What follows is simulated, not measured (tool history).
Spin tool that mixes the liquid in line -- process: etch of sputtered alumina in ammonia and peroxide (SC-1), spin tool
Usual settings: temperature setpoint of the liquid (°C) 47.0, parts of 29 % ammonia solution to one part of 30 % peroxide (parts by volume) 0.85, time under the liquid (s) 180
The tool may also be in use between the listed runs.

| run | hour | temperature setpoint of the liquid (°C) | parts of 29 % ammonia solution to one part of 30 % peroxide (parts by volume) | time under the liquid (s) | wafers since the last listed run | hours since the thermometer was replaced | hours since the ammonia flow meter was replaced | hours since the heated supply line was repaired | hours since the drum of ammonia solution was connected | hours since the gauge calibration | read-back film thickness of the sputtered alumina reference wafer, read on the same gauge (nm) | thickness taken off the sputtered alumina on a monitor wafer (angstrom) |
|---|---|---|---|---|---|---|---|---|---|---|---|---|
| 1 | 0.0 | 47.0 | 0.65 | 180 | 0 | 1150.9 | 437.7 | 1719.5 | 118.2 | 196.2 | 120.00 | 48.7 |
| 2 | 12.7 | 47.0 | 0.65 | 180 | 81 | 1163.6 | 450.4 | 1732.2 | 130.9 | 208.9 | 120.01 | 48.8 |
| 3 | 37.6 | 47.0 | 0.65 | 180 | 160 | 1188.5 | 475.3 | 1757.1 | 155.8 | 233.8 | 120.01 | 49.0 |
| 4 | 53.4 | 49.5 | 0.85 | 180 | 101 | 1204.3 | 491.1 | 1772.9 | 171.6 | 249.6 | 120.00 | 58.1 |
| 5 | 70.9 | 49.5 | 0.85 | 180 | 112 | 1221.8 | 508.6 | 1790.4 | 189.1 | 267.1 | 120.00 | 58.1 |
| 6 | 82.8 | 49.5 | 0.85 | 180 | 76 | 1233.7 | 520.5 | 1802.3 | 201.0 | 279.0 | 119.98 | 57.3 |
|  | 85.9 | gauge calibrated |
|  | 94.2 | ammonia flow meter replaced |
| 7 | 98.7 | 47.0 | 0.60 | 180 | 96 | 1249.6 | 4.5 | 1818.2 | 216.9 | 12.8 | 120.00 | 47.7 |
| 8 | 109.5 | 54.0 | 0.85 | 180 | 69 | 1260.4 | 15.3 | 1829.0 | 227.7 | 23.6 | 120.00 | 75.0 |
|  | 114.1 | thermometer replaced |
| 9 | 116.3 | 47.0 | 0.85 | 180 | 37 | 2.2 | 22.1 | 1835.8 | 234.5 | 30.4 | 120.01 | 56.8 |
| 10 | 130.5 | 47.0 | 0.85 | 180 | 91 | 16.4 | 36.3 | 1850.0 | 248.7 | 44.6 | 120.01 | 56.9 |
| 11 | 146.9 | 47.0 | 0.85 | 180 | 105 | 32.8 | 52.7 | 1866.4 | 265.1 | 61.0 | 120.00 | 56.4 |
| 12 | 162.2 | 47.0 | 0.85 | 180 | 98 | 48.1 | 68.0 | 1881.7 | 280.4 | 76.3 | 119.98 | 56.8 |
|  | 172.5 | new drum of ammonia solution connected |
| 13 | 173.0 | 40.5 | 0.85 | 180 | 63 | 58.9 | 78.8 | 1892.5 | 0.5 | 87.1 | 120.00 | 38.5 |
|  | 175.5 | heated supply line repaired |
| 14 | 183.7 | 39.5 | 1.20 | 85 | 62 | 69.6 | 89.5 | 8.2 | 11.2 | 97.8 | 120.00 | 17.6 |
| 15 | 193.6 | 47.0 | 0.55 | 180 | 63 | 79.5 | 99.4 | 18.1 | 21.1 | 107.7 | 120.00 | 54.3 |
| 16 | 206.8 | 47.0 | 0.85 | 180 | 85 | 92.7 | 112.6 | 31.3 | 34.3 | 120.9 | 120.00 | 55.4 |
| 17 | 214.3 | 47.0 | 0.85 | 75 | 48 | 100.2 | 120.1 | 38.8 | 41.8 | 128.4 | 120.00 | 23.4 |
| 18 | 224.3 | 47.0 | 0.70 | 280 | 64 | 110.2 | 130.1 | 48.8 | 51.8 | 138.4 | 120.00 | 85.9 |
| 19 | 236.1 | 47.0 | 1.20 | 180 | 76 | 122.0 | 141.9 | 60.6 | 63.6 | 150.2 | 120.02 | 57.7 |
| 20 | 243.9 | 43.0 | 1.15 | 180 | 50 | 129.8 | 149.7 | 68.4 | 71.4 | 158.0 | 119.98 | 45.8 |
| 21 | 255.6 | 47.0 | 0.85 | 180 | 75 | 141.5 | 161.4 | 80.1 | 83.1 | 169.7 | 120.00 | 55.9 |

How would selected steps in thickness taken off the sputtered alumina on a monitor wafer (angstrom) from run to run divide? Give the signed amount a tool lacking its hidden state would still show from settings, what came in and random variation, and the signed amount left for the hidden state, including any gauge scatter that is not in both of the compared results.
Unlogged tool condition in this case: liquid colder than its thermometer reads (K); ammonia flow below the setpoint (%); temperature lost on the way to the wafer (K); ammonia solution weaker than its label (%); gauge reads high (%).
Run 7 -> 8: temperature setpoint of the liquid (°C) 47.0 -> 54.0, parts of 29 % ammonia solution to one part of 30 % peroxide (parts by volume) 0.60 -> 0.85. thickness taken off the sputtered alumina on a monitor wafer (angstrom) +27.3: hidden state -3.5, all else +30.8.
Run 8 -> 9: temperature setpoint of the liquid (°C) 54.0 -> 47.0, thermometer replaced. thickness taken off the sputtered alumina on a monitor wafer (angstrom) -18.2: hidden state +9.8, all else -28.0.
Run 14 -> 15: temperature setpoint of the liquid (°C) 39.5 -> 47.0, parts of 29 % ammonia solution to one part of 30 % peroxide (parts by volume) 1.20 -> 0.55, time under the liquid (s) 85 -> 180. thickness taken off the sputtered alumina on a monitor wafer (angstrom) +36.7: hidden state -0.7, all else +37.4.
Run 17 -> 18: parts of 29 % ammonia solution to one part of 30 % peroxide (parts by volume) 0.85 -> 0.70, time under the liquid (s) 75 -> 280. thickness taken off the sputtered alumina on a monitor wafer (angstrom) +62.5: hidden state -1.2, all else +63.7.

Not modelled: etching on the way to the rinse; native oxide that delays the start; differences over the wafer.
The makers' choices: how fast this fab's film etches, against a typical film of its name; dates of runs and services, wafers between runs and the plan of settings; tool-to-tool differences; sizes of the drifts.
